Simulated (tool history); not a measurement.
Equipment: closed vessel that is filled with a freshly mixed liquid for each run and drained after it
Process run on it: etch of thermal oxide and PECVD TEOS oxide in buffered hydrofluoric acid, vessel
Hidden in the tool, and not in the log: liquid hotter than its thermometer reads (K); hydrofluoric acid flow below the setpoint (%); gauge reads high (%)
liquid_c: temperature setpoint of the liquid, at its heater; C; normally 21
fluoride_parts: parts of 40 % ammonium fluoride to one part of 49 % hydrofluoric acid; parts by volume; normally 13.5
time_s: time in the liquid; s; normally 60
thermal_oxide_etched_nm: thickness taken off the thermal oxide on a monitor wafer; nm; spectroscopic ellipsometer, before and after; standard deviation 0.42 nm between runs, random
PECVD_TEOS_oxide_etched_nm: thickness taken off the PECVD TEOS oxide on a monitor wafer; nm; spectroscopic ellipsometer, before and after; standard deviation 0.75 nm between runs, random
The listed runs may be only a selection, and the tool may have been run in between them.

run	hour	liquid_c	fluoride_parts	time_s	wafers since the last listed run	hours since the thermometer was replaced	hours since the hydrofluoric acid flow meter was replaced	hours since the gauge calibration	read-back film thickness of the thermal oxide reference wafer, read on the same gauge (nm)	read-back film thickness of the PECVD TEOS oxide reference wafer, read on the same gauge (nm)	thermal_oxide_etched_nm	PECVD_TEOS_oxide_etched_nm
1	0	21	13.5	60	0	739.4	1066.8	1229	124.25	143.4	46.68	139.91
2	67.8	21	13.5	60	6937	807.2	1134.6	1296.8	123.67	142.67	46.57	139.57
3	105.5	18	13.5	60	3857	844.9	1172.3	1334.5	123.28	142.29	39.15	116.87
4	173.1	18	13.5	60	6917	912.5	1239.9	1402.1	122.65	141.53	39.16	116.23
5	221.8	21	13.5	60	4983	961.2	1288.6	1450.8	122.19	140.97	46.71	138.33
6	270.5	17.5	13.5	60	4983	1009.9	1337.3	1499.5	121.67	140.39	38.07	112.4
7	318.1	24.5	13.5	60	4870	1057.5	1384.9	1547.1	121.18	139.8	55.23	164.73
8	372	24.5	13.5	60	5515	1111.4	1438.8	1601	120.58	139.13	56.49	163.02
# hour 387.1: gauge calibrated
9	415.8	24.5	13.5	60	4481	1155.2	1482.6	28.7	128.88	148.79	59.29	174.95
10	451.2	25.5	13.5	60	3622	1190.6	1518	64.1	128.92	148.73	62.4	184.04
11	497.6	18	13.5	60	4747	1237	1564.4	110.5	128.91	148.7	40.41	122.06
12	554	21	13.5	60	5771	1293.4	1620.8	166.9	128.86	148.67	48.86	143.8
13	601.6	23.5	13.5	40	4870	1341	1668.4	214.5	128.81	148.65	36.92	109.91
14	626.7	25	17	50	2568	1366.1	1693.5	239.6	128.75	148.54	40.38	118.94
15	653.3	24	16	85	2721	1392.7	1720.1	266.2	128.68	148.49	69.31	203.22
# hour 655.5: hydrofluoric acid flow meter replaced
16	710	25.5	19	60	5699	1449.4	54.5	322.9	128.56	148.33	44.51	132.13
17	761.8	21	13.5	60	5300	1501.2	106.3	374.7	128.43	148.23	49.73	141.96
18	811.7	23	12	60	5105	1551.1	156.2	424.6	128.36	148.05	60.83	177.96
19	878.7	21	11	60	6855	1618.1	223.2	491.6	128.14	147.8	59.38	175.69
20	934.7	19	17	50	5730	1674.1	279.2	547.6	127.92	147.6	28.61	84.45
# hour 937.4: thermometer replaced
21	1000.2	21	13.5	60	6599	62.8	344.7	613.1	127.63	147.31	48.71	143.75
22	1071.7	21	16.5	60	7316	134.3	416.2	684.6	127.3	146.92	39.3	116.69
23	1098.9	21	9.5	60	2783	161.5	443.4	711.8	127.2	146.79	66.3	196.29
24	1136.9	21	10	60	3888	199.5	481.4	749.8	127	146.54	64.14	190.74
25	1166	21	16.5	60	2977	228.6	510.5	778.9	126.87	146.32	39.67	116.41
26	1263.2	17	18.5	40	9945	325.8	607.7	876.1	126.25	145.7	18.34	54.74
27	1314.6	21	13.5	60	5259	377.2	659.1	927.5	125.93	145.32	47.51	142.61

Difference, measured minus no-hidden-state, one row per run. Run-to-run variation is common to both terms; the gauge's own scatter need not be:
run	thermal_oxide_etched_nm	PECVD_TEOS_oxide_etched_nm
1	-2.17	-6.48
2	-2.4	-7.17
3	-2.13	-6.35
4	-2.35	-6.96
5	-2.99	-8.87
6	-2.61	-7.7
7	-4.03	-12.01
8	-4.41	-12.74
9	-0.49	-1.44
10	-0.52	-1.53
11	-0.35	-1.04
12	-0.44	-1.29
13	-0.34	-1.04
14	-0.4	-1.16
15	-0.7	-2.05
16	-0.49	-1.46
17	-0.59	-1.71
18	-0.8	-2.34
19	-0.88	-2.6
20	-0.47	-1.38
21	-0.9	-2.66
22	-0.83	-2.47
23	-1.47	-4.36
24	-1.53	-4.53
25	-1	-2.91
26	-0.55	-1.62
27	-1.53	-4.59

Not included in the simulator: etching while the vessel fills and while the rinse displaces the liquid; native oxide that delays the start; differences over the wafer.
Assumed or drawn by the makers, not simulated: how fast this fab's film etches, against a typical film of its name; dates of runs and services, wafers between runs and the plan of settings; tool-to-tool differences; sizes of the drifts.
